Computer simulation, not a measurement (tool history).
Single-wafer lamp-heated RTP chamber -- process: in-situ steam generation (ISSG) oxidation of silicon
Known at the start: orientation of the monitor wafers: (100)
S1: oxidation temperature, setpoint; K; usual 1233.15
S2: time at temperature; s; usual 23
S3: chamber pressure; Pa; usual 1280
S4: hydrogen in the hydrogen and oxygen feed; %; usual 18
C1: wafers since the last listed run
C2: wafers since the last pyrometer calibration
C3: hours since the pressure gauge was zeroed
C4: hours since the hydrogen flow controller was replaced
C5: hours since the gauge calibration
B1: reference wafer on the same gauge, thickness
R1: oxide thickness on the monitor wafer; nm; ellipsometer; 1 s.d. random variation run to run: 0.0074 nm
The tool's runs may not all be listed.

| run | hour | S1 | S2 | S3 | S4 | C1 | C2 | C3 | C4 | C5 | B1 | R1 |
|---|---|---|---|---|---|---|---|---|---|---|---|---|
| 1 | 0 | 1233.15 | 30 | 1280 | 18 | 0 | 3452 | 2652.3 | 3365.3 | 547.4 | 4.219 | 5.566 |
| 2 | 31.3 | 1233.15 | 30 | 1280 | 18 | 242 | 3694 | 2683.6 | 3396.6 | 578.7 | 4.222 | 5.592 |
| 3 | 91.6 | 1233.15 | 30 | 1280 | 18 | 467 | 4162 | 2743.9 | 3456.9 | 639 | 4.22 | 5.59 |
| 4 | 161.9 | 1233.15 | 23 | 1280 | 18 | 545 | 4707 | 2814.2 | 3527.2 | 709.3 | 4.222 | 4.944 |
| 5 | 229.7 | 1233.15 | 23 | 1280 | 18 | 525 | 5233 | 2882 | 3595 | 777.1 | 4.22 | 4.952 |
|  | 381.3 | pyrometer window cleaned and pyrometer calibrated |
| 6 | 414 | 1233.15 | 23 | 1280 | 18 | 1367 | 253 | 3066.3 | 3779.3 | 961.4 | 4.22 | 4.916 |
| 7 | 492.3 | 1233.15 | 23 | 1280 | 18 | 607 | 860 | 3144.6 | 3857.6 | 1039.7 | 4.22 | 4.948 |
| 8 | 524.4 | 1233.15 | 23 | 1280 | 18 | 248 | 1109 | 3176.7 | 3889.7 | 1071.8 | 4.221 | 4.934 |
| 9 | 579.2 | 1233.15 | 23 | 1280 | 18 | 425 | 1534 | 3231.5 | 3944.5 | 1126.6 | 4.221 | 4.937 |
| 10 | 622.8 | 1233.15 | 23 | 1280 | 11 | 338 | 1872 | 3275.1 | 3988.1 | 1170.2 | 4.221 | 4.485 |
|  | 626.4 | gauge calibrated |
| 11 | 687.5 | 1233.15 | 28 | 1360 | 18 | 501 | 2374 | 3339.8 | 4052.8 | 61.1 | 4.221 | 5.357 |
| 12 | 751.8 | 1233.15 | 23 | 1280 | 18 | 498 | 2873 | 3404.1 | 4117.1 | 125.4 | 4.22 | 4.946 |
| 13 | 783.5 | 1233.15 | 23 | 1280 | 12 | 245 | 3119 | 3435.8 | 4148.8 | 157.1 | 4.22 | 4.552 |
|  | 793.3 | hydrogen flow controller replaced |
| 14 | 829.7 | 1250.15 | 23 | 1347 | 12 | 296 | 3415 | 3482 | 36.4 | 203.3 | 4.221 | 4.801 |
|  | 879.5 | pressure gauge zeroed |
| 15 | 880 | 1241.15 | 23 | 1280 | 18 | 328 | 3743 | 0.5 | 86.7 | 253.6 | 4.221 | 5.097 |
| 16 | 945.7 | 1243.15 | 23 | 1280 | 18 | 509 | 4253 | 66.2 | 152.4 | 319.3 | 4.219 | 5.122 |
| 17 | 981.7 | 1247.15 | 23 | 1280 | 18 | 279 | 4532 | 102.2 | 188.4 | 355.3 | 4.221 | 5.218 |
| 18 | 1006.9 | 1217.15 | 23 | 1280 | 27 | 195 | 4727 | 127.4 | 213.6 | 380.5 | 4.219 | 5.135 |
| 19 | 1061.5 | 1233.15 | 15 | 1280 | 11 | 423 | 5151 | 182 | 268.2 | 435.1 | 4.221 | 3.739 |
| 20 | 1106.1 | 1233.15 | 23 | 1280 | 18 | 345 | 5497 | 226.6 | 312.8 | 479.7 | 4.221 | 4.969 |

Below, some changes in R1 between adjacent runs. For each, the amount present without the hidden state too (settings, incoming material, random variation) and the amount remaining for the hidden state with gauge scatter not shared by both compared results:
Hidden conditions of the tool in this case: true wafer temperature minus pyrometer reading, K; true pressure minus gauge reading, Torr; deviation of the hydrogen flow from its setpoint, %; gauge reads high (%).
Run 5 -> 6: pyrometer window cleaned and pyrometer calibrated. R1 -0.036 nm: hidden state -0.031, all else -0.005.
Run 18 -> 19: S1 1217.15 -> 1233.15, S2 23 -> 15, S4 27 -> 11. R1 -1.396 nm: hidden state -0.009, all else -1.387.
Run 19 -> 20: S2 15 -> 23, S4 11 -> 18. R1 +1.23 nm: hidden state +0.022, all else +1.208.
